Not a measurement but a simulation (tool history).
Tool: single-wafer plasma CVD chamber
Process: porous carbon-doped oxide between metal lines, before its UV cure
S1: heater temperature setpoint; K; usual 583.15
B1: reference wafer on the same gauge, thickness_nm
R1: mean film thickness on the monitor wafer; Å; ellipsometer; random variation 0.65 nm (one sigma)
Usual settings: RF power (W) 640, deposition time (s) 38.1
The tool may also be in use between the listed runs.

run 1 hour=0 | S1=583.15 RF_power_(W)=640 deposition_time_(s)=38.1 | B1=241.1 | R1=2221.08
run 2 hour=31.8 | S1=583.15 RF_power_(W)=670 deposition_time_(s)=38.1 | B1=240.949 | R1=2283.85
run 3 hour=100.2 | S1=583.15 RF_power_(W)=670 deposition_time_(s)=38.1 | B1=240.965 | R1=2287.94
run 4 hour=135.7 | S1=583.15 RF_power_(W)=640 deposition_time_(s)=35.3 | B1=241.156 | R1=2070.7
run 5 hour=150.8 | S1=583.15 RF_power_(W)=640 deposition_time_(s)=38.1 | B1=241.107 | R1=2224.69
run 6 hour=186 | S1=583.15 RF_power_(W)=640 deposition_time_(s)=38.1 | B1=241.216 | R1=2210
run 7 hour=206.5 | S1=583.15 RF_power_(W)=640 deposition_time_(s)=38.1 | B1=240.742 | R1=2217.68
run 8 hour=235 | S1=583.15 RF_power_(W)=640 deposition_time_(s)=38.1 | B1=241.293 | R1=2205.49
run 9 hour=271.2 | S1=573.15 RF_power_(W)=640 deposition_time_(s)=38.1 | B1=240.948 | R1=2411.73
run 10 hour=304.4 | S1=573.15 RF_power_(W)=640 deposition_time_(s)=38.1 | B1=240.711 | R1=2423.57
run 11 hour=318.9 | S1=573.15 RF_power_(W)=640 deposition_time_(s)=38.1 | B1=240.851 | R1=2410.73
run 12 hour=334.6 | S1=583.15 RF_power_(W)=640 deposition_time_(s)=38.1 | B1=240.921 | R1=2268.89
run 13 hour=364.9 | S1=583.15 RF_power_(W)=640 deposition_time_(s)=35.9 | B1=240.887 | R1=2147.41
run 14 hour=382.9 | S1=583.15 RF_power_(W)=640 deposition_time_(s)=35.9 | B1=241.111 | R1=2146.66
run 15 hour=417.1 | S1=598.15 RF_power_(W)=675 deposition_time_(s)=43.1 | B1=240.954 | R1=2425.42
run 16 hour=442 | S1=583.15 RF_power_(W)=640 deposition_time_(s)=41.7 | B1=240.977 | R1=2479.82
run 17 hour=455.3 | S1=569.15 RF_power_(W)=765 deposition_time_(s)=45.3 | B1=241.019 | R1=3260.87
run 18 hour=478.4 | S1=583.15 RF_power_(W)=640 deposition_time_(s)=31.4 | B1=240.99 | R1=1874.52
run 19 hour=508.5 | S1=583.15 RF_power_(W)=755 deposition_time_(s)=38.1 | B1=241.039 | R1=2487.95
run 20 hour=533.4 | S1=583.15 RF_power_(W)=640 deposition_time_(s)=38.1 | B1=240.971 | R1=2260.43
run 21 hour=569.2 | S1=583.15 RF_power_(W)=640 deposition_time_(s)=34.8 | B1=241.148 | R1=2065.83
run 22 hour=611.6 | S1=583.15 RF_power_(W)=640 deposition_time_(s)=38.1 | B1=241.07 | R1=2338.48
run 23 hour=629 | S1=598.15 RF_power_(W)=640 deposition_time_(s)=38.1 | B1=240.806 | R1=2131.33
run 24 hour=643.9 | S1=583.15 RF_power_(W)=725 deposition_time_(s)=38.1 | B1=240.983 | R1=2498.28
run 25 hour=673.9 | S1=583.15 RF_power_(W)=700 deposition_time_(s)=38.1 | B1=241.067 | R1=2452.92
run 26 hour=703.2 | S1=583.15 RF_power_(W)=640 deposition_time_(s)=38.1 | B1=241.22 | R1=2318.29
run 27 hour=736.9 | S1=583.15 RF_power_(W)=575 deposition_time_(s)=38.1 | B1=240.748 | R1=2169.49
run 28 hour=752.8 | S1=583.15 RF_power_(W)=640 deposition_time_(s)=38.1 | B1=241.289 | R1=2302.27
run 29 hour=765.2 | S1=576.15 RF_power_(W)=640 deposition_time_(s)=38.1 | B1=240.868 | R1=2409.57
run 30 hour=780.3 | S1=583.15 RF_power_(W)=605 deposition_time_(s)=38.1 | B1=241.01 | R1=2217.71
run 31 hour=813.5 | S1=595.15 RF_power_(W)=565 deposition_time_(s)=33.4 | B1=240.944 | R1=1756.33
run 32 hour=835 | S1=583.15 RF_power_(W)=640 deposition_time_(s)=38.1 | B1=241.173 | R1=2303
run 33 hour=862 | S1=568.15 RF_power_(W)=525 deposition_time_(s)=38.1 | B1=240.966 | R1=2257.28

Taken out of this log: 4 entries between the listed runs. Where each belongs, and how the hidden state differs across it:
Between runs 4 and 5: gauge calibrated (hour 145.5)
  wafer temperature above the value expected at the setpoint (K): 5.2 -> 5.21; delivered RF power above the setpoint (%): -4.32 -> -4.33
  measured less the result without the state, R1: -122.92 -> -132.32 Å
Between runs 8 and 9: RF generator calibrated (hour 270.7)
  wafer temperature above the value expected at the setpoint (K): 5.26 -> 5.28; delivered RF power above the setpoint (%): -4.37 -> -0.113
  measured less the result without the state, R1: -132.5 -> -84.83 Å
Between runs 20 and 21: showerhead replaced (hour 559.9)
  wafer temperature above the value expected at the setpoint (K): 5.43 -> 5.44; delivered RF power above the setpoint (%): -1.55 -> -1.7
  measured less the result without the state, R1: -96.43 -> -90.4 Å
Between runs 21 and 22: thermocouple changed; heater temperature recalibrated (hour 611.1)
  wafer temperature above the value expected at the setpoint (K): 5.44 -> -0.208; delivered RF power above the setpoint (%): -1.7 -> -1.88
  measured less the result without the state, R1: -90.4 -> -23.85 Å
